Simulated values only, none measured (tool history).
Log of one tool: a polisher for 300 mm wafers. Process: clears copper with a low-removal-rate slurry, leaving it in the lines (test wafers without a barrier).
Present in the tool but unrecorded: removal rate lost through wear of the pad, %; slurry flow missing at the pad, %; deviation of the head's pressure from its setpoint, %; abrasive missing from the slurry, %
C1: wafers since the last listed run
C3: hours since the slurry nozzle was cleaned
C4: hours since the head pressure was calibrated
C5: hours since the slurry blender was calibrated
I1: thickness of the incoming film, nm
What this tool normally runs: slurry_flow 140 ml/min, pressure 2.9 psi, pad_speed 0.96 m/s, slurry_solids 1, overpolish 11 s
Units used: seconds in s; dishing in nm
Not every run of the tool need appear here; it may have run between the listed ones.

{"run": 1, "hour": 0.0, "slurry_flow": 140, "pressure": 2.9, "pad_speed": 0.96, "slurry_solids": 1, "overpolish": 11, "C1": 0, "wafers polished on this pad": 1459, "C3": 536.8, "C4": 317, "C5": 137.2, "I1": 237.6, "seconds": 88.7, "dishing": 22}
{"run": 2, "hour": 27.4, "slurry_flow": 140, "pressure": 2.9, "pad_speed": 0.96, "slurry_solids": 1, "overpolish": 11, "C1": 317, "wafers polished on this pad": 1777, "C3": 564.2, "C4": 344.4, "C5": 164.6, "I1": 243.4, "seconds": 92.1, "dishing": 22.8}
{"run": 3, "hour": 90.7, "slurry_flow": 140, "pressure": 2.9, "pad_speed": 0.96, "slurry_solids": 1, "overpolish": 11, "C1": 734, "wafers polished on this pad": 2511, "C3": 627.5, "C4": 407.7, "C5": 227.9, "I1": 235.9, "seconds": 91.5, "dishing": 21.4}
{"run": 4, "hour": 137.2, "slurry_flow": 140, "pressure": 2.9, "pad_speed": 0.96, "slurry_solids": 1, "overpolish": 11, "C1": 539, "wafers polished on this pad": 3051, "C3": 674, "C4": 454.2, "C5": 274.4, "I1": 236.4, "seconds": 92.4, "dishing": 20.9}
{"hour": 155.1, "done": "worn pad replaced by a new one"}
{"hour": 163.9, "done": "slurry blender recalibrated"}
{"hour": 177.9, "done": "head pressure recalibrated"}
{"run": 5, "hour": 178.2, "slurry_flow": 140, "pressure": 2.9, "pad_speed": 0.96, "slurry_solids": 1, "overpolish": 11, "C1": 382, "wafers polished on this pad": 221, "C3": 715, "C4": 0.3, "C5": 14.3, "I1": 242.7, "seconds": 81.4, "dishing": 25.1}
{"hour": 195.7, "done": "slurry nozzle cleaned"}
{"run": 6, "hour": 221.1, "slurry_flow": 140, "pressure": 2.9, "pad_speed": 0.96, "slurry_solids": 1, "overpolish": 11, "C1": 486, "wafers polished on this pad": 707, "C3": 25.4, "C4": 43.2, "C5": 57.2, "I1": 238.5, "seconds": 86.5, "dishing": 22.8}
{"run": 7, "hour": 272.2, "slurry_flow": 140, "pressure": 2.9, "pad_speed": 0.96, "slurry_solids": 1, "overpolish": 11, "C1": 592, "wafers polished on this pad": 1300, "C3": 76.5, "C4": 94.3, "C5": 108.3, "I1": 240.8, "seconds": 90.4, "dishing": 22.4}
{"run": 8, "hour": 321.4, "slurry_flow": 140, "pressure": 2.9, "pad_speed": 0.96, "slurry_solids": 0.85, "overpolish": 11, "C1": 570, "wafers polished on this pad": 1871, "C3": 125.7, "C4": 143.5, "C5": 157.5, "I1": 236.1, "seconds": 93.3, "dishing": 20.9}
{"run": 9, "hour": 367.7, "slurry_flow": 140, "pressure": 2.9, "pad_speed": 0.96, "slurry_solids": 0.85, "overpolish": 11, "C1": 537, "wafers polished on this pad": 2408, "C3": 172, "C4": 189.8, "C5": 203.8, "I1": 241.4, "seconds": 95.1, "dishing": 21.1}
{"run": 10, "hour": 417.9, "slurry_flow": 140, "pressure": 2.9, "pad_speed": 0.96, "slurry_solids": 1, "overpolish": 11, "C1": 582, "wafers polished on this pad": 2990, "C3": 222.2, "C4": 240, "C5": 254, "I1": 239.9, "seconds": 95.2, "dishing": 22.6}
{"hour": 450.8, "done": "worn pad replaced by a new one"}
{"hour": 467.5, "done": "slurry blender recalibrated"}
{"run": 11, "hour": 597.8, "slurry_flow": 140, "pressure": 2.9, "pad_speed": 0.96, "slurry_solids": 1, "overpolish": 11, "C1": 2017, "wafers polished on this pad": 1682, "C3": 402.1, "C4": 419.9, "C5": 130.3, "I1": 241, "seconds": 90.2, "dishing": 21.8}
{"run": 12, "hour": 633.3, "slurry_flow": 140, "pressure": 2.9, "pad_speed": 0.96, "slurry_solids": 1.2, "overpolish": 11, "C1": 411, "wafers polished on this pad": 2094, "C3": 437.6, "C4": 455.4, "C5": 165.8, "I1": 243.6, "seconds": 92.9, "dishing": 23.1}
{"hour": 679.4, "done": "head pressure recalibrated"}
{"run": 13, "hour": 693.7, "slurry_flow": 140, "pressure": 2.9, "pad_speed": 0.84, "slurry_solids": 1.3, "overpolish": 9, "C1": 677, "wafers polished on this pad": 2772, "C3": 498, "C4": 14.3, "C5": 226.2, "I1": 243.1, "seconds": 104.5, "dishing": 17.1}
{"hour": 705.6, "done": "worn pad replaced by a new one"}
{"hour": 732.7, "done": "slurry blender recalibrated"}
{"run": 14, "hour": 743.6, "slurry_flow": 140, "pressure": 2.9, "pad_speed": 0.96, "slurry_solids": 1, "overpolish": 11, "C1": 509, "wafers polished on this pad": 417, "C3": 547.9, "C4": 64.2, "C5": 10.9, "I1": 245.3, "seconds": 84.2, "dishing": 24.6}
{"run": 15, "hour": 807.6, "slurry_flow": 140, "pressure": 2.9, "pad_speed": 0.96, "slurry_solids": 1, "overpolish": 11, "C1": 742, "wafers polished on this pad": 1160, "C3": 611.9, "C4": 128.2, "C5": 74.9, "I1": 241.1, "seconds": 86.9, "dishing": 24.1}
{"run": 16, "hour": 843.5, "slurry_flow": 140, "pressure": 2.9, "pad_speed": 0.96, "slurry_solids": 1, "overpolish": 11, "C1": 416, "wafers polished on this pad": 1576, "C3": 647.8, "C4": 164.1, "C5": 110.8, "I1": 238.2, "seconds": 87, "dishing": 24.1}
{"run": 17, "hour": 875.1, "slurry_flow": 140, "pressure": 2.9, "pad_speed": 1.08, "slurry_solids": 1, "overpolish": 15, "C1": 366, "wafers polished on this pad": 1943, "C3": 679.4, "C4": 195.7, "C5": 142.4, "I1": 237.5, "seconds": 81.2, "dishing": 33}
{"run": 18, "hour": 940.5, "slurry_flow": 110, "pressure": 2.9, "pad_speed": 0.96, "slurry_solids": 1, "overpolish": 11, "C1": 758, "wafers polished on this pad": 2702, "C3": 744.8, "C4": 261.1, "C5": 207.8, "I1": 239.3, "seconds": 93.6, "dishing": 21.7}
{"hour": 947.0, "done": "worn pad replaced by a new one"}
{"run": 19, "hour": 972.0, "slurry_flow": 185, "pressure": 3.4, "pad_speed": 0.96, "slurry_solids": 1, "overpolish": 7, "C1": 319, "wafers polished on this pad": 289, "C3": 776.3, "C4": 292.6, "C5": 239.3, "I1": 239.4, "seconds": 73.8, "dishing": 17.6}
{"hour": 1030.0, "done": "slurry nozzle cleaned"}
{"run": 20, "hour": 1037.5, "slurry_flow": 185, "pressure": 2.6, "pad_speed": 0.96, "slurry_solids": 0.85, "overpolish": 11, "C1": 748, "wafers polished on this pad": 1037, "C3": 7.5, "C4": 358.1, "C5": 304.8, "I1": 239.6, "seconds": 92.5, "dishing": 21.1}
{"hour": 1047.2, "done": "slurry blender recalibrated"}
{"run": 21, "hour": 1090.0, "slurry_flow": 140, "pressure": 2.9, "pad_speed": 0.86, "slurry_solids": 1, "overpolish": 11, "C1": 585, "wafers polished on this pad": 1623, "C3": 60, "C4": 410.6, "C5": 42.8, "I1": 241.4, "seconds": 95.4, "dishing": 21.2}
{"run": 22, "hour": 1135.4, "slurry_flow": 140, "pressure": 2.9, "pad_speed": 0.86, "slurry_solids": 1, "overpolish": 11, "C1": 526, "wafers polished on this pad": 2150, "C3": 105.4, "C4": 456, "C5": 88.2, "I1": 239.3, "seconds": 99.1, "dishing": 21.1}
{"hour": 1186.1, "done": "worn pad replaced by a new one"}
{"hour": 1206.4, "done": "head pressure recalibrated"}
{"run": 23, "hour": 1295.9, "slurry_flow": 160, "pressure": 2.5, "pad_speed": 0.96, "slurry_solids": 0.75, "overpolish": 11, "C1": 1792, "wafers polished on this pad": 1250, "C3": 265.9, "C4": 89.5, "C5": 248.7, "I1": 236.2, "seconds": 100, "dishing": 19.9}

Alternative continuations, all from the tool just after run 23; predict every row:
{"run": "A", "hour": 1296.3, "slurry_flow": 140, "pressure": 2.9, "pad_speed": 0.96, "slurry_solids": 1, "overpolish": 11, "C1": 4, "wafers polished on this pad": 1254, "C3": 266.3, "C4": 89.9, "C5": 249.1, "I1": 239.6, "seconds": "?", "dishing": "?"}
{"run": "B", "hour": 1296.3, "slurry_flow": 140, "pressure": 2.4, "pad_speed": 0.96, "slurry_solids": 1.3, "overpolish": 16, "C1": 4, "wafers polished on this pad": 1254, "C3": 266.3, "C4": 89.9, "C5": 249.1, "I1": 239.6, "seconds": "?", "dishing": "?"}
{"run": "C", "hour": 1296.3, "slurry_flow": 105, "pressure": 2.9, "pad_speed": 1.08, "slurry_solids": 1, "overpolish": 11, "C1": 4, "wafers polished on this pad": 1254, "C3": 266.3, "C4": 89.9, "C5": 249.1, "I1": 239.6, "seconds": "?", "dishing": "?"}

run=A seconds=92.5 dishing=22.5
run=B seconds=99.5 dishing=29.4
run=C seconds=87.1 dishing=23.8
Without the tool's unlogged condition, the same runs would have read:
run=A seconds=79.7 dishing=25.8
run=B seconds=85.6 dishing=33.6
run=C seconds=75 dishing=27.2
